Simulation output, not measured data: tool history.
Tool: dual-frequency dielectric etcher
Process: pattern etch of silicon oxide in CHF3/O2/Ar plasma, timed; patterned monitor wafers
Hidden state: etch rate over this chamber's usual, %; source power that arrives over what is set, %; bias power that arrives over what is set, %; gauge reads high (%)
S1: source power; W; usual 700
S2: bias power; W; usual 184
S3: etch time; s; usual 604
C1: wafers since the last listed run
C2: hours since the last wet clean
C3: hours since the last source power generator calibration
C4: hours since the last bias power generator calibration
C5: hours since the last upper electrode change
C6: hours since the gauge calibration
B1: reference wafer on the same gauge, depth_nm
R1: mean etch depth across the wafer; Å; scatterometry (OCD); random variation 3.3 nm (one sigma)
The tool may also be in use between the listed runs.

run	hour	S1	S2	S3	C1	C2	C3	C4	C5	C6	B1	R1
1	0	700	184	604	0	32.5	1105	3721.3	5693.9	978.1	1470.1	12410
2	23.1	700	184	604	69	55.6	1128.1	3744.4	5717	1001.2	1469.8	12488
# hour 48.8: upper electrode replaced
3	49.3	700	184	604	6	81.8	1154.3	3770.6	0.5	1027.4	1470.1	12439
# hour 69.1: gauge calibrated
4	70.7	700	184	604	64	103.2	1175.7	3792	21.9	1.6	1470.6	12494
5	87	700	184	604	48	119.5	1192	3808.3	38.2	17.9	1469.4	12537
6	102.8	700	184	604	47	135.3	1207.8	3824.1	54	33.7	1470	12518
7	132.9	700	184	604	90	165.4	1237.9	3854.2	84.1	63.8	1470.3	12568
8	154.1	700	184	604	63	186.6	1259.1	3875.4	105.3	85	1471.1	12517
9	188	790	184	737.5	101	220.5	1293	3909.3	139.2	118.9	1470.1	16146
10	257.2	700	184	742.5	207	289.7	1362.2	3978.5	208.4	188.1	1469.9	15494
11	273.1	860	184	604	47	305.6	1378.1	3994.4	224.3	204	1469.7	13731
12	297.6	700	184	604	73	330.1	1402.6	4018.9	248.8	228.5	1470.2	12712
13	317.3	520	165	425	58	349.8	1422.3	4038.6	268.5	248.2	1469.2	7551
# hour 363.2: wet clean of the chamber
14	423.4	700	184	604	245	60.2	1528.4	4144.7	374.6	354.3	1469.3	12468
15	440.1	830	165	731.5	49	76.9	1545.1	4161.4	391.3	371	1470.5	15431
16	471.3	700	184	501.5	93	108.1	1576.3	4192.6	422.5	402.2	1470.9	10390
# hour 486.2: bias power generator calibrated
17	489.5	700	184	527.5	42	126.3	1594.5	3.3	440.7	420.4	1470.2	11001
18	512.3	630	184	604	68	149.1	1617.3	26.1	463.5	443.2	1470.9	12060
19	543.7	700	184	487	94	180.5	1648.7	57.5	494.9	474.6	1470.9	10166
20	572.8	700	184	604	87	209.6	1677.8	86.6	524	503.7	1469.8	12613
# hour 576.9: source power generator calibrated
21	590.3	770	184	543.5	40	227.1	13.4	104.1	541.5	521.2	1471.1	12124
22	603.4	770	163	604	39	240.2	26.5	117.2	554.6	534.3	1469.1	12731
23	628.9	700	184	604	76	265.7	52	142.7	580.1	559.8	1470.7	12920
24	686.1	580	219	704.5	171	322.9	109.2	199.9	637.3	617	1469.1	15173
# hour 735.8: wet clean of the chamber
25	736.3	530	196	460.5	78	0.5	159.4	250.1	687.5	667.2	1469.8	8992
26	748	880	152	497.5	35	12.2	171.1	261.8	699.2	678.9	1470.7	10574
27	760.2	700	184	604	36	24.4	183.3	274	711.4	691.1	1470.2	12786
28	778.9	700	222	695.5	55	43.1	202	292.7	730.1	709.8	1470.1	15944
29	793.1	700	184	604	42	57.3	216.2	306.9	744.3	724	1470.3	12762
30	812.4	700	184	773	57	76.6	235.5	326.2	763.6	743.3	1469.3	16317

Measured less the same run without the tool's hidden state. The same run-to-run variation is in both; the gauge's scatter may not be:
run	R1
1	-200
2	-183
3	-161
4	-145
5	-133
6	-120
7	-96
8	-79
9	-68
10	+3
11	+15
12	+35
13	+29
14	-172
15	-199
16	-110
17	-103
18	-95
19	-60
20	-50
21	+250
22	+268
23	+282
24	+362
25	+39
26	+50
27	+68
28	+97
29	+85
30	+122
